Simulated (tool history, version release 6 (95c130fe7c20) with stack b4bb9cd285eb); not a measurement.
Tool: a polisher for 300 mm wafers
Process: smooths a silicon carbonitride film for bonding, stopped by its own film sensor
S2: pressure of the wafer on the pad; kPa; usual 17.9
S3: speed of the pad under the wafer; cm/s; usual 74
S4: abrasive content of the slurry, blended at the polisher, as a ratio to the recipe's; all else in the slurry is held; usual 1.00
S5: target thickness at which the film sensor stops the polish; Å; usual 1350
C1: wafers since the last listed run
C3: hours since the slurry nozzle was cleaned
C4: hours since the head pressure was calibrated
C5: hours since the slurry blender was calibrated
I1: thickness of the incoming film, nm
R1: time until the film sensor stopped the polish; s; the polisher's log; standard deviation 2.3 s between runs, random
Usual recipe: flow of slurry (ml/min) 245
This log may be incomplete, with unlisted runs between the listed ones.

{"run": 1, "hour": 0.0, "flow of slurry (ml/min)": 245, "S2": 17.9, "S3": 74, "S4": 1.0, "S5": 1350, "C1": 0, "wafers polished on this pad": 168, "C3": 263.4, "C4": 554.0, "C5": 274.9, "I1": 170.4, "R1": 151.3}
{"run": 2, "hour": 28.6, "flow of slurry (ml/min)": 245, "S2": 17.9, "S3": 74, "S4": 1.0, "S5": 1350, "C1": 134, "wafers polished on this pad": 302, "C3": 292.0, "C4": 582.6, "C5": 303.5, "I1": 171.7, "R1": 164.3}
{"run": 3, "hour": 59.1, "flow of slurry (ml/min)": 245, "S2": 17.9, "S3": 74, "S4": 1.0, "S5": 1350, "C1": 143, "wafers polished on this pad": 446, "C3": 322.5, "C4": 613.1, "C5": 334.0, "I1": 172.4, "R1": 168.6}
{"run": 4, "hour": 74.3, "flow of slurry (ml/min)": 245, "S2": 17.9, "S3": 74, "S4": 1.0, "S5": 1350, "C1": 71, "wafers polished on this pad": 517, "C3": 337.7, "C4": 628.3, "C5": 349.2, "I1": 171.5, "R1": 166.7}
{"hour": 112.4, "done": "head pressure recalibrated"}
{"hour": 114.2, "done": "worn pad replaced by a new one"}
{"hour": 122.8, "done": "slurry blender recalibrated"}
{"run": 5, "hour": 126.1, "flow of slurry (ml/min)": 245, "S2": 17.9, "S3": 74, "S4": 1.0, "S5": 1350, "C1": 216, "wafers polished on this pad": 46, "C3": 389.5, "C4": 13.7, "C5": 3.3, "I1": 170.8, "R1": 145.4}
{"run": 6, "hour": 160.8, "flow of slurry (ml/min)": 245, "S2": 17.9, "S3": 74, "S4": 1.0, "S5": 1350, "C1": 163, "wafers polished on this pad": 209, "C3": 424.2, "C4": 48.4, "C5": 38.0, "I1": 168.6, "R1": 137.7}
{"run": 7, "hour": 192.5, "flow of slurry (ml/min)": 245, "S2": 17.9, "S3": 74, "S4": 1.0, "S5": 1350, "C1": 149, "wafers polished on this pad": 358, "C3": 455.9, "C4": 80.1, "C5": 69.7, "I1": 173.8, "R1": 156.7}
{"run": 8, "hour": 212.6, "flow of slurry (ml/min)": 245, "S2": 20.7, "S3": 56, "S4": 1.0, "S5": 1350, "C1": 94, "wafers polished on this pad": 453, "C3": 476.0, "C4": 100.2, "C5": 89.8, "I1": 169.9, "R1": 157.5}
{"run": 9, "hour": 228.2, "flow of slurry (ml/min)": 245, "S2": 20.7, "S3": 56, "S4": 1.0, "S5": 1350, "C1": 73, "wafers polished on this pad": 526, "C3": 491.6, "C4": 115.8, "C5": 105.4, "I1": 168.6, "R1": 147.6}
{"hour": 237.5, "done": "worn pad replaced by a new one"}
{"hour": 250.2, "done": "slurry nozzle cleaned"}
{"run": 10, "hour": 262.1, "flow of slurry (ml/min)": 245, "S2": 17.9, "S3": 74, "S4": 1.0, "S5": 1350, "C1": 135, "wafers polished on this pad": 110, "C3": 11.9, "C4": 149.7, "C5": 139.3, "I1": 172.1, "R1": 135.5}
{"run": 11, "hour": 284.5, "flow of slurry (ml/min)": 245, "S2": 17.9, "S3": 74, "S4": 1.0, "S5": 1350, "C1": 105, "wafers polished on this pad": 216, "C3": 34.3, "C4": 172.1, "C5": 161.7, "I1": 170.5, "R1": 137.3}
{"run": 12, "hour": 314.8, "flow of slurry (ml/min)": 245, "S2": 17.9, "S3": 74, "S4": 1.0, "S5": 1470, "C1": 142, "wafers polished on this pad": 358, "C3": 64.6, "C4": 202.4, "C5": 192.0, "I1": 169.4, "R1": 83.4}
{"run": 13, "hour": 338.0, "flow of slurry (ml/min)": 200, "S2": 17.9, "S3": 56, "S4": 1.0, "S5": 1350, "C1": 109, "wafers polished on this pad": 467, "C3": 87.8, "C4": 225.6, "C5": 215.2, "I1": 169.6, "R1": 167.4}
{"run": 14, "hour": 368.6, "flow of slurry (ml/min)": 215, "S2": 17.9, "S3": 74, "S4": 1.25, "S5": 1310, "C1": 143, "wafers polished on this pad": 611, "C3": 118.4, "C4": 256.2, "C5": 245.8, "I1": 166.7, "R1": 123.8}

Below are 4 alternative next runs, each starting from the tool's condition after run 14. Predict each:
{"run": "A", "hour": 369.1, "flow of slurry (ml/min)": 245, "S2": 17.9, "S3": 74, "S4": 1.0, "S5": 1430, "C1": 2, "wafers polished on this pad": 613, "C3": 118.9, "C4": 256.7, "C5": 246.3, "I1": 172.3, "R1": "?"}
{"run": "B", "hour": 369.1, "flow of slurry (ml/min)": 210, "S2": 21.4, "S3": 48, "S4": 1.0, "S5": 1280, "C1": 2, "wafers polished on this pad": 613, "C3": 118.9, "C4": 256.7, "C5": 246.3, "I1": 172.3, "R1": "?"}
{"run": "C", "hour": 369.1, "flow of slurry (ml/min)": 245, "S2": 17.9, "S3": 66, "S4": 1.0, "S5": 1350, "C1": 2, "wafers polished on this pad": 613, "C3": 118.9, "C4": 256.7, "C5": 246.3, "I1": 172.3, "R1": "?"}
{"run": "D", "hour": 369.1, "flow of slurry (ml/min)": 245, "S2": 17.9, "S3": 74, "S4": 0.9, "S5": 1350, "C1": 2, "wafers polished on this pad": 613, "C3": 118.9, "C4": 256.7, "C5": 246.3, "I1": 172.3, "R1": "?"}

run=A R1=112.4
run=B R1=205.5
run=C R1=156.5
run=D R1=150.3
With no hidden state in the tool, these same runs would have given:
run=A R1=106.6
run=B R1=193.6
run=C R1=148.4
run=D R1=142.5

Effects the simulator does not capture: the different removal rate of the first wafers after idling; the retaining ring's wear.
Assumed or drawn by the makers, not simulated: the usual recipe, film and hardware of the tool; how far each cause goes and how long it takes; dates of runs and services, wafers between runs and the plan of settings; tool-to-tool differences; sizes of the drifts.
